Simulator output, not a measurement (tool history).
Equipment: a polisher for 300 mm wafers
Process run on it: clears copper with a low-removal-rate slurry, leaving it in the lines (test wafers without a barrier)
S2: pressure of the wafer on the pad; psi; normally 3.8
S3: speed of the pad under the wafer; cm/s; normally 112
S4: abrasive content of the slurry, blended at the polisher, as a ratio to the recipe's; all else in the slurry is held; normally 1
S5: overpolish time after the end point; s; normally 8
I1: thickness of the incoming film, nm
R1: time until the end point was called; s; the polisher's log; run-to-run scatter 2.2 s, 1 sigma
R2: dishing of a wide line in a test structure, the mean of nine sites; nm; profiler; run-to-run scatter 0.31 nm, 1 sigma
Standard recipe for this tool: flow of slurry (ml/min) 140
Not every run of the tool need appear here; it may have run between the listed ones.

Run 1, hour 0: usual settings but flow of slurry (ml/min) 170; I1 529.2. Result: R1 131.8 s, R2 21.4 nm.
At hour 16.2: slurry nozzle cleaned.
Run 2, hour 20.7: usual settings but S4 1.25; I1 517.1. Result: R1 132.8 s, R2 21.1 nm.
Run 3, hour 40.1: usual settings; I1 524. Result: R1 140.7 s, R2 19.7 nm.
Run 4, hour 69.4: usual settings; I1 525.3. Result: R1 145.8 s, R2 19.7 nm.
Run 5, hour 91.3: usual settings; I1 511.8. Result: R1 143.8 s, R2 19.1 nm.
Run 6, hour 112.3: usual settings; I1 529.4. Result: R1 154.1 s, R2 18.7 nm.
At hour 125.5: slurry blender recalibrated.
Run 7, hour 139.1: usual settings; I1 515. Result: R1 146.7 s, R2 19.5 nm.
At hour 150.5: worn pad replaced by a new one.
Run 8, hour 155.1: usual settings; I1 516.9. Result: R1 124.4 s, R2 21.2 nm.
Run 9, hour 177: usual settings; I1 514.7. Result: R1 131.3 s, R2 21.1 nm.
Run 10, hour 210.5: usual settings but S4 1.2; I1 525.2. Result: R1 135.9 s, R2 20.3 nm.
Run 11, hour 242.6: usual settings but S4 1.2; I1 519.5. Result: R1 137.4 s, R2 20.6 nm.
At hour 253.9: slurry nozzle cleaned.
Run 12, hour 277.3: usual settings; I1 514. Result: R1 144.9 s, R2 18.9 nm.
Run 13, hour 312.2: usual settings but flow of slurry (ml/min) 185, S3 144 cm/s; I1 521.8. Result: R1 113.6 s, R2 23.9 nm.
At hour 319.6: head pressure recalibrated.
At hour 330.9: worn pad replaced by a new one.
Run 14, hour 332.4: usual settings but flow of slurry (ml/min) 170; I1 527.8. Result: R1 132.5 s, R2 21.1 nm.
Run 15, hour 361.8: usual settings but S2 4.6 psi, S3 138 cm/s, S5 3 s; I1 517.1. Result: R1 92.1 s, R2 12.2 nm.
Run 16, hour 383: usual settings but S5 13 s; I1 523. Result: R1 142.2 s, R2 28.5 nm.
At hour 391.5: slurry blender recalibrated.
Run 17, hour 411.2: usual settings but S4 1.1; I1 517.2. Result: R1 132.1 s, R2 20.6 nm.
Run 18, hour 427.3: usual settings but flow of slurry (ml/min) 95, S3 100 cm/s, S4 0.9, S5 4 s; I1 515.4. Result: R1 161.8 s, R2 9.3 nm.
Run 19, hour 450: usual settings; I1 517.7. Result: R1 139.8 s, R2 19.4 nm.
Run 20, hour 467.1: usual settings but S3 142 cm/s, S5 11 s; I1 517.6. Result: R1 110.2 s, R2 29.6 nm.
At hour 479.9: worn pad replaced by a new one.
At hour 496.8: slurry nozzle cleaned.
Run 21, hour 499.7: usual settings but S3 74 cm/s, S5 10 s; I1 519.2. Result: R1 202.2 s, R2 17.4 nm.
Run 22, hour 519.5: usual settings but S2 2.6 psi, S5 9 s; I1 517.9. Result: R1 201.5 s, R2 16.8 nm.
Run 23, hour 554.8: usual settings but S2 3.2 psi; I1 531.4. Result: R1 172.7 s, R2 17 nm.
Run 24, hour 568.2: usual settings; I1 518.1. Result: R1 147.8 s, R2 19.7 nm.
Run 25, hour 586.3: usual settings; I1 520.2. Result: R1 145.8 s, R2 19.6 nm.

3 ways to go on from here, each from the tool as it stands after run 25. What would each give?
Run A, hour 586.8: usual settings but S3 134 cm/s; I1 524.5. Result: R1 ?, R2 ?.
Run B, hour 586.8: usual settings but flow of slurry (ml/min) 105, S3 124 cm/s, S4 1.3; I1 524.5. Result: R1 ?, R2 ?.
Run C, hour 586.8: usual settings but flow of slurry (ml/min) 120, S2 3.3 psi, S3 130 cm/s, S5 10 s; I1 524.5. Result: R1 ?, R2 ?.

run     R1    R2
  A    122  22.8
  B  131.9  21.5
  C  147.9  23.3
Stripped of hidden state, with their random variation kept, the same runs would have yielded:
run     R1    R2
  A  104.4  25.7
  B  112.6  24.3
  C  126.5  26.1

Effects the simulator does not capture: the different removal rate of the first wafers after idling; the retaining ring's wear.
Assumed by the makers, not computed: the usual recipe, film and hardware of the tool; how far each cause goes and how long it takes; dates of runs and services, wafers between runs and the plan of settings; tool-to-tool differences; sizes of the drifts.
